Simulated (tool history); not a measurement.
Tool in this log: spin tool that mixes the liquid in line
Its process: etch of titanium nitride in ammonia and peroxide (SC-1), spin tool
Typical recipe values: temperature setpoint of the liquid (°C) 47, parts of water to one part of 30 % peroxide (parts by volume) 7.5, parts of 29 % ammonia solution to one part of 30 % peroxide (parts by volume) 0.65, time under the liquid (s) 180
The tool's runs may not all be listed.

run	hour	temperature setpoint of the liquid (°C)	parts of water to one part of 30 % peroxide (parts by volume)	parts of 29 % ammonia solution to one part of 30 % peroxide (parts by volume)	time under the liquid (s)	wafers since the last listed run	hours since the thermometer was replaced	hours since the ammonia flow meter was replaced	hours since the heated supply line was repaired	hours since the drum of ammonia solution was connected	hours since the gauge calibration	read-back film thickness of the titanium nitride reference wafer, read on the same gauge (nm)	thickness taken off the titanium nitride on a monitor wafer (angstrom)
1	0	47	7.5	0.65	180	0	2203.5	731.6	723	630.3	505.3	100.03	109.9
2	61.1	47	7.5	0.65	215	434	2264.6	792.7	784.1	691.4	566.4	100.02	131.7
3	121.7	47	7.5	0.55	180	430	2325.2	853.3	844.7	752	627	100	107.3
4	177.8	47	7.5	0.55	180	398	2381.3	909.4	900.8	808.1	683.1	100.02	106.8
# hour 191.6: heated supply line repaired
5	202.6	47	7.5	0.55	180	169	2406.1	934.2	11	832.9	707.9	99.96	111.4
6	257.5	47	7.5	0.65	180	390	2461	989.1	65.9	887.8	762.8	100	113.3
# hour 297.4: gauge calibrated
7	324.3	47	9.5	0.65	180	474	2527.8	1055.9	132.7	954.6	26.9	100	100.9
8	389.9	47	7.5	0.65	180	466	2593.4	1121.5	198.3	1020.2	92.5	100.03	112.7
# hour 409.3: thermometer replaced
9	444.5	47	6	0.65	180	381	35.2	1176.1	252.9	1074.8	147.1	99.99	125.9
10	490	47	5.5	0.65	180	323	80.7	1221.6	298.4	1120.3	192.6	99.99	131
11	521.8	54.5	6	0.85	235	226	112.5	1253.4	330.2	1152.1	224.4	100.05	287.9
12	585.4	50	7.5	0.8	180	452	176.1	1317	393.8	1215.7	288	99.97	143.4
# hour 599.8: ammonia flow meter replaced
13	641.4	51	6.5	0.65	180	390	232.1	41.6	449.8	1271.7	344	100	159.2
# hour 658.4: new drum of ammonia solution connected
14	713.3	47	6	0.65	180	504	304	113.5	521.7	54.9	415.9	99.98	123.8
15	755.6	39	9	0.95	180	300	346.3	155.8	564	97.2	458.2	99.96	60.2
16	821.3	51	6.5	0.65	180	467	412	221.5	629.7	162.9	523.9	99.98	157.8
17	880.6	47	5	0.65	225	421	471.3	280.8	689	222.2	583.2	99.99	167.1
18	920.6	47	5	0.65	210	284	511.3	320.8	729	262.2	623.2	99.98	156.1
19	957.3	47	7.5	0.65	180	260	548	357.5	765.7	298.9	659.9	100	110.7
# hour 959.7: heated supply line repaired
20	1010.1	52	7.5	0.65	180	368	600.8	410.3	50.4	351.7	712.7	100	161.3
21	1054.1	47	7.5	0.5	180	312	644.8	454.3	94.4	395.7	756.7	100.05	108
# hour 1080.5: gauge calibrated
22	1109.7	47	7.5	0.65	180	395	700.4	509.9	150	451.3	29.2	100.01	112.4
23	1157.4	47	7.5	0.65	180	339	748.1	557.6	197.7	499	76.9	99.95	112.6
24	1212.1	47	6	0.65	250	388	802.8	612.3	252.4	553.7	131.6	100	175.1
25	1362.8	44	7.5	0.55	245	1071	953.5	763	403.1	704.4	282.3	100	119.1

Some steps in thickness taken off the titanium nitride on a monitor wafer (angstrom), run to run, broken into two amounts with sign: the step expected even without the hidden condition (settings, incoming material, random variation), and the rest, left for the hidden condition together with whatever gauge scatter is not in both the measured and the hidden-condition-free result:
Hidden state at play: liquid hotter than its thermometer reads (K); ammonia flow below the setpoint (%); temperature lost on the way to the wafer (K); ammonia solution weaker than its label (%); gauge reads high (%).
Run 4 -> 5: heated supply line repaired. thickness taken off the titanium nitride on a monitor wafer (angstrom) +4.6: hidden state +4.2, all else +0.4.
Run 10 -> 11: temperature setpoint of the liquid (°C) 47 -> 54.5, parts of water to one part of 30 % peroxide (parts by volume) 5.5 -> 6, parts of 29 % ammonia solution to one part of 30 % peroxide (parts by volume) 0.65 -> 0.85, time under the liquid (s) 180 -> 235. thickness taken off the titanium nitride on a monitor wafer (angstrom) +156.9: hidden state -2.5, all else +159.4.
Run 11 -> 12: temperature setpoint of the liquid (°C) 54.5 -> 50, parts of water to one part of 30 % peroxide (parts by volume) 6 -> 7.5, parts of 29 % ammonia solution to one part of 30 % peroxide (parts by volume) 0.85 -> 0.8, time under the liquid (s) 235 -> 180. thickness taken off the titanium nitride on a monitor wafer (angstrom) -144.5: hidden state +1.8, all else -146.3.
Run 19 -> 20: temperature setpoint of the liquid (°C) 47 -> 52, heated supply line repaired. thickness taken off the titanium nitride on a monitor wafer (angstrom) +50.6: hidden state +2.7, all else +47.9.

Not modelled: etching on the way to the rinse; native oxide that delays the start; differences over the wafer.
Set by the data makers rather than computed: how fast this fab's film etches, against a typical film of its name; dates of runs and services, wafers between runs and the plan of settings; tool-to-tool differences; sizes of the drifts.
